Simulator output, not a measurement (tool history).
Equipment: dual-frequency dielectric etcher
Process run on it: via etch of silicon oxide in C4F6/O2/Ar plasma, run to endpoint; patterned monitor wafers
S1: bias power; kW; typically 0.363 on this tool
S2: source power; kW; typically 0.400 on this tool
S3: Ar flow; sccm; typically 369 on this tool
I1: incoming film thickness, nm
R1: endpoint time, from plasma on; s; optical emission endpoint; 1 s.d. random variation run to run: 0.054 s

run   hour     S1     S2   S3    I1    R1
  1    0.0  0.363  0.400  369  72.9  17.7
  2   22.9  0.363  0.430  337  72.0  16.8
  3   47.1  0.363  0.430  337  72.4  16.8
  4   62.2  0.363  0.430  337  72.7  16.9
  5   76.8  0.306  0.350  369  72.6  19.7
  6   97.6  0.306  0.350  369  71.9  19.4
  7  116.0  0.363  0.400  369  72.4  17.4
  8  138.0  0.363  0.400  369  72.9  17.4
     174.5  -- wet clean of the chamber
  9  175.0  0.363  0.400  369  72.8  18.0
 10  182.9  0.363  0.400  369  72.2  18.0
 11  196.4  0.363  0.400  369  72.2  17.9
 12  227.5  0.363  0.450  369  72.8  17.2
 13  252.4  0.309  0.370  450  72.6  20.1
 14  274.7  0.363  0.400  369  73.0  18.1
 15  299.7  0.363  0.400  369  72.9  18.0
     329.3  -- upper electrode replaced
 16  329.8  0.363  0.400  332  72.1  17.6
 17  336.3  0.405  0.400  310  73.5  17.1
     347.3  -- bias power generator calibrated
     349.4  -- Ar flow controller replaced
 18  369.7  0.363  0.310  369  72.5  19.8
     374.2  -- source power generator calibrated
 19  387.7  0.363  0.400  369  71.7  17.6
 20  446.7  0.282  0.360  286  72.9  20.0
 21  464.5  0.363  0.490  415  72.0  16.5
 22  478.4  0.363  0.310  431  72.4  19.9

Measured less the same run without the tool's hidden state. The same run-to-run variation is in both; the gauge's scatter may not be:
The tool's hidden condition here consists of: etch rate over this chamber's usual, %; bias power that arrives over what is set, %; source power that arrives over what is set, %; Ar flow that arrives over what is set, %.
run    R1
  1  -0.4
  2  -0.4
  3  -0.5
  4  -0.5
  5  -0.6
  6  -0.6
  7  -0.6
  8  -0.6
  9  +0.1
 10  +0.1
 11  +0.1
 12  +0.1
 13  +0.0
 14  +0.0
 15  +0.0
 16  -0.1
 17  -0.1
 18  -0.1
 19  -0.1
 20  -0.2
 21  -0.2
 22  -0.2
